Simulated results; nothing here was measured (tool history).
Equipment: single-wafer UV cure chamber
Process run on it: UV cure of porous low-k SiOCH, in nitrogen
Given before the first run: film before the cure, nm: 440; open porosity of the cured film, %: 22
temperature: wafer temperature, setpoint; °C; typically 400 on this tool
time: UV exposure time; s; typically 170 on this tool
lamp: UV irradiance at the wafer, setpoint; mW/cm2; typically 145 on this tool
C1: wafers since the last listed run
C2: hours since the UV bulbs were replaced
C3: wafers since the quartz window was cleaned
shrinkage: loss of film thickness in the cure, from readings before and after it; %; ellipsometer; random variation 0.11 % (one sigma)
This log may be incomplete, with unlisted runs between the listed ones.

Run 1, hour 0: usual settings but lamp 126 mW/cm2; C1 0; C2 1237.4; C3 1808. Result: shrinkage 9.432 %.
Run 2, hour 41.9: usual settings but lamp 126 mW/cm2; C1 313; C2 1279.3; C3 2122. Result: shrinkage 9.359 %.
Run 3, hour 146.9: usual settings but lamp 126 mW/cm2; C1 785; C2 1384.3; C3 2907. Result: shrinkage 9.417 %.
Run 4, hour 208.5: usual settings; C1 460; C2 1445.9; C3 3368. Result: shrinkage 10.047 %.
At hour 298.8: quartz window cleaned.
Run 5, hour 360.9: usual settings; C1 1080; C2 1598.3; C3 464. Result: shrinkage 9.559 %.
Run 6, hour 397.5: usual settings; C1 273; C2 1634.9; C3 738. Result: shrinkage 9.72 %.
Run 7, hour 461.9: usual settings but temperature 404 °C; C1 481; C2 1699.3; C3 1220. Result: shrinkage 9.683 %.
Run 8, hour 542.5: usual settings but temperature 404 °C; C1 603; C2 1779.9; C3 1823. Result: shrinkage 9.644 %.
At hour 636: UV bulbs replaced.
Run 9, hour 649.5: usual settings; C1 740; C2 13.5; C3 2564. Result: shrinkage 11.137 %.
Run 10, hour 698.8: usual settings but lamp 168 mW/cm2; C1 368; C2 62.8; C3 2933. Result: shrinkage 11.735 %.
Run 11, hour 751.5: usual settings but temperature 393 °C, time 255 s; C1 394; C2 115.5; C3 3327. Result: shrinkage 12.703 %.
Run 12, hour 788.3: usual settings but lamp 126 mW/cm2; C1 275; C2 152.3; C3 3602. Result: shrinkage 10.609 %.
Run 13, hour 851.7: usual settings; C1 474; C2 215.7; C3 4077. Result: shrinkage 11.272 %.
At hour 905.2: quartz window cleaned.
Run 14, hour 905.7: usual settings but time 95 s; C1 344; C2 269.7; C3 3. Result: shrinkage 8.583 %.
Run 15, hour 950.2: usual settings but time 130 s; C1 332; C2 314.2; C3 336. Result: shrinkage 9.603 %.
Run 16, hour 989.6: usual settings but temperature 409 °C; C1 294; C2 353.6; C3 631. Result: shrinkage 11.134 %.
Run 17, hour 1051.8: usual settings but time 130 s, lamp 166 mW/cm2; C1 465; C2 415.8; C3 1096. Result: shrinkage 10.203 %.
Run 18, hour 1112.9: usual settings but lamp 176 mW/cm2; C1 457; C2 476.9; C3 1554. Result: shrinkage 11.622 %.
Run 19, hour 1185.6: usual settings but temperature 415 °C, lamp 181 mW/cm2; C1 543; C2 549.6; C3 2098. Result: shrinkage 11.941 %.

Table of differences, measured result less the result of that run with no hidden state. Run-to-run variation is the same in both. Gauge scatter possibly is not:
The tool's hidden condition here consists of: lamp output below its setpoint, %; transmission lost against a clean window, %.
run  shrinkage
  1     -1.172
  2     -1.207
  3      -1.33
  4     -1.425
  5     -1.529
  6     -1.599
  7     -1.663
  8     -1.758
  9     -0.082
 10     -0.122
 11     -0.165
 12     -0.189
 13     -0.243
 14     -0.266
 15       -0.3
 16     -0.351
 17     -0.389
 18     -0.454
 19      -0.52
